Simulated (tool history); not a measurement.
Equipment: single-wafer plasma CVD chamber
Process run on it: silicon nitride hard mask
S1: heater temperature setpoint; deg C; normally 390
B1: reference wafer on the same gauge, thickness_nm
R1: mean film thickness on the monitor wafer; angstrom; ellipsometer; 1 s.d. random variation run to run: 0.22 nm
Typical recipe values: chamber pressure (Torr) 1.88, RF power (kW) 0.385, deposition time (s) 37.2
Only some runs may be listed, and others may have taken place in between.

run 1 hour=0 | S1=390 chamber_pressure_(Torr)=1.88 RF_power_(kW)=0.385 deposition_time_(s)=37.2 | B1=59.934 | R1=486.68
run 2 hour=12.9 | S1=390 chamber_pressure_(Torr)=1.88 RF_power_(kW)=0.385 deposition_time_(s)=37.2 | B1=59.893 | R1=485.23
run 3 hour=36.8 | S1=390 chamber_pressure_(Torr)=1.88 RF_power_(kW)=0.385 deposition_time_(s)=37.2 | B1=59.891 | R1=489.64
run 4 hour=83 | S1=390 chamber_pressure_(Torr)=1.88 RF_power_(kW)=0.385 deposition_time_(s)=37.2 | B1=59.877 | R1=487.7
run 5 hour=107.6 | S1=390 chamber_pressure_(Torr)=1.88 RF_power_(kW)=0.385 deposition_time_(s)=37.2 | B1=59.897 | R1=488.84
run 6 hour=134.5 | S1=390 chamber_pressure_(Torr)=1.88 RF_power_(kW)=0.385 deposition_time_(s)=37.2 | B1=59.893 | R1=490.63
run 7 hour=151 | S1=390 chamber_pressure_(Torr)=1.88 RF_power_(kW)=0.385 deposition_time_(s)=37.2 | B1=59.888 | R1=486.34
run 8 hour=168.5 | S1=390 chamber_pressure_(Torr)=1.88 RF_power_(kW)=0.385 deposition_time_(s)=37.2 | B1=59.917 | R1=487.02
run 9 hour=188.8 | S1=390 chamber_pressure_(Torr)=1.88 RF_power_(kW)=0.385 deposition_time_(s)=37.2 | B1=59.914 | R1=486.17
-- hour=205.5 capacitance manometer re-zeroed and calibrated
run 10 hour=206 | S1=390 chamber_pressure_(Torr)=1.88 RF_power_(kW)=0.385 deposition_time_(s)=37.2 | B1=59.867 | R1=486.99
run 11 hour=218.2 | S1=390 chamber_pressure_(Torr)=1.88 RF_power_(kW)=0.385 deposition_time_(s)=37.2 | B1=59.896 | R1=489.07
run 12 hour=242.9 | S1=398 chamber_pressure_(Torr)=1.88 RF_power_(kW)=0.42 deposition_time_(s)=37.2 | B1=59.894 | R1=527.01
-- hour=268.4 thermocouple changed; heater temperature recalibrated
run 13 hour=274.3 | S1=398 chamber_pressure_(Torr)=1.88 RF_power_(kW)=0.42 deposition_time_(s)=37.2 | B1=59.892 | R1=522.32
run 14 hour=303.1 | S1=390 chamber_pressure_(Torr)=1.88 RF_power_(kW)=0.385 deposition_time_(s)=31.5 | B1=59.919 | R1=412.67
run 15 hour=327.6 | S1=402 chamber_pressure_(Torr)=1.88 RF_power_(kW)=0.325 deposition_time_(s)=37.2 | B1=59.884 | R1=403.89
run 16 hour=341.4 | S1=383 chamber_pressure_(Torr)=1.48 RF_power_(kW)=0.385 deposition_time_(s)=41.5 | B1=59.868 | R1=493.75
-- hour=374 showerhead replaced
run 17 hour=374.5 | S1=390 chamber_pressure_(Torr)=1.88 RF_power_(kW)=0.385 deposition_time_(s)=37.2 | B1=59.907 | R1=486.41
-- hour=383.4 gauge calibrated
run 18 hour=387.2 | S1=390 chamber_pressure_(Torr)=1.51 RF_power_(kW)=0.385 deposition_time_(s)=37.2 | B1=59.921 | R1=447.21
-- hour=408 RF generator calibrated
run 19 hour=408.4 | S1=390 chamber_pressure_(Torr)=1.73 RF_power_(kW)=0.385 deposition_time_(s)=37.2 | B1=59.916 | R1=497.83
run 20 hour=434.9 | S1=375 chamber_pressure_(Torr)=1.57 RF_power_(kW)=0.335 deposition_time_(s)=37.2 | B1=59.897 | R1=415.8
run 21 hour=463.1 | S1=390 chamber_pressure_(Torr)=1.88 RF_power_(kW)=0.385 deposition_time_(s)=31.9 | B1=59.899 | R1=437.59
run 22 hour=478.5 | S1=390 chamber_pressure_(Torr)=2.02 RF_power_(kW)=0.385 deposition_time_(s)=37.2 | B1=59.912 | R1=521.7
run 23 hour=496.6 | S1=376 chamber_pressure_(Torr)=1.46 RF_power_(kW)=0.46 deposition_time_(s)=37.2 | B1=59.881 | R1=540.18
run 24 hour=514.8 | S1=390 chamber_pressure_(Torr)=1.88 RF_power_(kW)=0.385 deposition_time_(s)=37.2 | B1=59.884 | R1=508.36
run 25 hour=531.2 | S1=390 chamber_pressure_(Torr)=1.88 RF_power_(kW)=0.385 deposition_time_(s)=37.2 | B1=59.859 | R1=510.63
run 26 hour=565.9 | S1=386 chamber_pressure_(Torr)=2.14 RF_power_(kW)=0.385 deposition_time_(s)=32.4 | B1=59.904 | R1=462.64
run 27 hour=591.6 | S1=390 chamber_pressure_(Torr)=2.08 RF_power_(kW)=0.43 deposition_time_(s)=33.7 | B1=59.927 | R1=523.99
run 28 hour=612.1 | S1=390 chamber_pressure_(Torr)=1.88 RF_power_(kW)=0.385 deposition_time_(s)=29.8 | B1=59.916 | R1=407.4

Measured minus without-hidden-state, run by run (identical run-to-run variation in each term; gauge scatter may differ):
What the log doesn't record here: wafer temperature above the value expected at the setpoint (K); delivered RF power above the setpoint (%); true pressure above the setpoint (%); gauge reads high (%).
run=1 R1=-27.28
run=2 R1=-27.24
run=3 R1=-27.57
run=4 R1=-27.61
run=5 R1=-27.76
run=6 R1=-27.93
run=7 R1=-27.73
run=8 R1=-27.83
run=9 R1=-27.83
run=10 R1=-27.93
run=11 R1=-28.08
run=12 R1=-28.04
run=13 R1=-27.87
run=14 R1=-23.86
run=15 R1=-25.55
run=16 R1=-28.62
run=17 R1=-28.26
run=18 R1=-26.01
run=19 R1=-0.71
run=20 R1=-1.73
run=21 R1=-2.87
run=22 R1=-4.14
run=23 R1=-4.24
run=24 R1=-5.6
run=25 R1=-6.32
run=26 R1=-6.98
run=27 R1=-8.27
run=28 R1=-7.54
